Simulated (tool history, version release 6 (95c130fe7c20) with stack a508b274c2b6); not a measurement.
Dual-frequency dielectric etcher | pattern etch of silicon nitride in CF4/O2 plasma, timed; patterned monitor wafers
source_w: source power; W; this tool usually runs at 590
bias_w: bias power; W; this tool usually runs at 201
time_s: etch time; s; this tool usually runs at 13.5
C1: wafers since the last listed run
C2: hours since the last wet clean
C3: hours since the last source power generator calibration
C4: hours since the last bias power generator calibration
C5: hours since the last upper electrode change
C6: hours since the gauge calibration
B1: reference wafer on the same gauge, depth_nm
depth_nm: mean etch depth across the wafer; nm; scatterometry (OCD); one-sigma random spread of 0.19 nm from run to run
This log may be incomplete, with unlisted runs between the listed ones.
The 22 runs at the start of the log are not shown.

Run 23, hour 503.3: usual settings but source_w 510 W, bias_w 239 W, time_s 10 s; C1 253; C2 475.3; C3 370.5; C4 127.6; C5 228.5; C6 152.8; B1 25.2. Result: depth_nm 23.02 nm.
Run 24, hour 521.5: usual settings; C1 258; C2 493.5; C3 388.7; C4 145.8; C5 246.7; C6 171; B1 25.23. Result: depth_nm 30.13 nm.
Run 25, hour 549.5: usual settings but source_w 700 W, bias_w 243 W, time_s 15.5 s; C1 398; C2 521.5; C3 416.7; C4 173.8; C5 274.7; C6 199; B1 25.12. Result: depth_nm 41.27 nm.
At hour 577.1: wet clean of the chamber.
Run 26, hour 578.4: usual settings but source_w 540 W, time_s 12.5 s; C1 69; C2 1.3; C3 445.6; C4 202.7; C5 303.6; C6 227.9; B1 25.18. Result: depth_nm 28.16 nm.
Run 27, hour 614.2: usual settings; C1 509; C2 37.1; C3 481.4; C4 238.5; C5 339.4; C6 263.7; B1 25.12. Result: depth_nm 31.16 nm.
Run 28, hour 648: usual settings; C1 480; C2 70.9; C3 515.2; C4 272.3; C5 373.2; C6 297.5; B1 25.24. Result: depth_nm 30.98 nm.
Run 29, hour 669.1: usual settings but time_s 16 s; C1 300; C2 92; C3 536.3; C4 293.4; C5 394.3; C6 318.6; B1 25.25. Result: depth_nm 37.31 nm.
Run 30, hour 690.3: usual settings but source_w 530 W, bias_w 243 W; C1 301; C2 113.2; C3 557.5; C4 314.6; C5 415.5; C6 339.8; B1 25.21. Result: depth_nm 32.81 nm.

Predict each of these 4 candidate next runs independently; none follows another, all start after run 30:
Run A, hour 690.7: usual settings but time_s 15 s; C1 5; C2 113.6; C3 557.9; C4 315; C5 415.9; C6 340.2; B1 ?. Result: depth_nm ?.
Run B, hour 690.7: usual settings but bias_w 185 W, time_s 15 s; C1 5; C2 113.6; C3 557.9; C4 315; C5 415.9; C6 340.2; B1 ?. Result: depth_nm ?.
Run C, hour 690.7: usual settings but source_w 530 W, bias_w 250 W, time_s 12 s; C1 5; C2 113.6; C3 557.9; C4 315; C5 415.9; C6 340.2; B1 ?. Result: depth_nm ?.
Run D, hour 690.7: usual settings but time_s 12 s; C1 5; C2 113.6; C3 557.9; C4 315; C5 415.9; C6 340.2; B1 ?. Result: depth_nm ?.

run     B1  depth_nm
  A  25.16     34.21
  B  25.16     32.84
  C  25.16      29.1
  D  25.16     27.37
Take away the tool's hidden state, keep each run's random variation, and the runs would have read:
run  depth_nm
  A     34.57
  B     33.18
  C     29.41
  D     27.65
